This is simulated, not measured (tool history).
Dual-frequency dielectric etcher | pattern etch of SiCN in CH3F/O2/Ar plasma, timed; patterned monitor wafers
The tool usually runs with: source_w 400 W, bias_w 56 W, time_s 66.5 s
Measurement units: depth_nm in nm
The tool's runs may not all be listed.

run    hour  source_w  bias_w  time_s  read-back reference wafer on the same gauge, depth_nm  depth_nm
  1       0       400      56    66.5                                                  25.32     24.42
  2    47.2       400      64    66.5                                                   25.3     25.86
  3    82.2       400      64    66.5                                                  25.29      25.7
  4     148       400      64    66.5                                                  25.32     25.67
  5   212.5       400      46    66.5                                                  25.31     22.61
  6     241       450      56    66.5                                                   25.3     25.49
  7   287.8       400      56    66.5                                                  25.31     24.47
  8   319.4       400      56    66.5                                                  25.28     24.47
      346.5  -- wet clean of the chamber
  9     367       400      56    66.5                                                   25.3     24.34
 10     396       400      65    66.5                                                  25.29     25.85
 11   426.1       400      65    66.5                                                  25.29     25.93
      455.5  -- upper electrode replaced
 12   483.7       400      65    66.5                                                  25.31     25.91
      491.1  -- bias power generator calibrated
 13   512.3       400      56    66.5                                                  25.29     24.35
      525.1  -- source power generator calibrated
 14   559.6       500      64      82                                                  25.32     34.33
 15   597.1       320      65    59.5                                                  25.29     21.22
 16   665.3       400      56      56                                                  25.33     20.55
 17     722       400      64    66.5                                                  25.29     25.72
 18   749.7       400      56    66.5                                                   25.3     24.41
      783.7  -- gauge calibrated
 19     789       400      62      81                                                  25.28     30.93
 20   818.5       400      56    66.5                                                   25.3     24.25
 21   853.6       400      49    74.5                                                  25.31        26
 22   896.1       400      66    66.5                                                  25.31      26.1
        929  -- wet clean of the chamber
 23   957.4       400      56      47                                                  25.28     17.25
 24  1028.9       330      60      57                                                  25.28     20.01
 25    1093       470      66      47                                                  25.29     19.53
 26  1140.9       320      68    66.5                                                  25.29     24.26
 27  1175.5       340      51      78                                                  25.28     26.01
 28  1201.1       400      56    66.5                                                  25.29     24.41
 29  1270.9       400      56    66.5                                                  25.29     24.39

What if the next run were any one of these 5? Each begins from the tool's condition after run 29:
  A  1271.3       400      56    66.5                                                      ?         ?
  B  1271.3       350      51      85                                                      ?         ?
  C  1271.3       450      66      47                                                      ?         ?
  D  1271.3       400      48    66.5                                                      ?         ?
  E  1271.3       440      56    58.5                                                      ?         ?

run  read-back reference wafer on the same gauge, depth_nm  depth_nm
  A                                                  25.29     24.45
  B                                                  25.29      28.6
  C                                                  25.29     19.29
  D                                                  25.29     23.05
  E                                                  25.29     22.33
With the hidden condition removed and each run's random variation left untouched, the same runs would have given:
run  depth_nm
  A     24.45
  B      28.6
  C     19.29
  D     23.05
  E     22.33
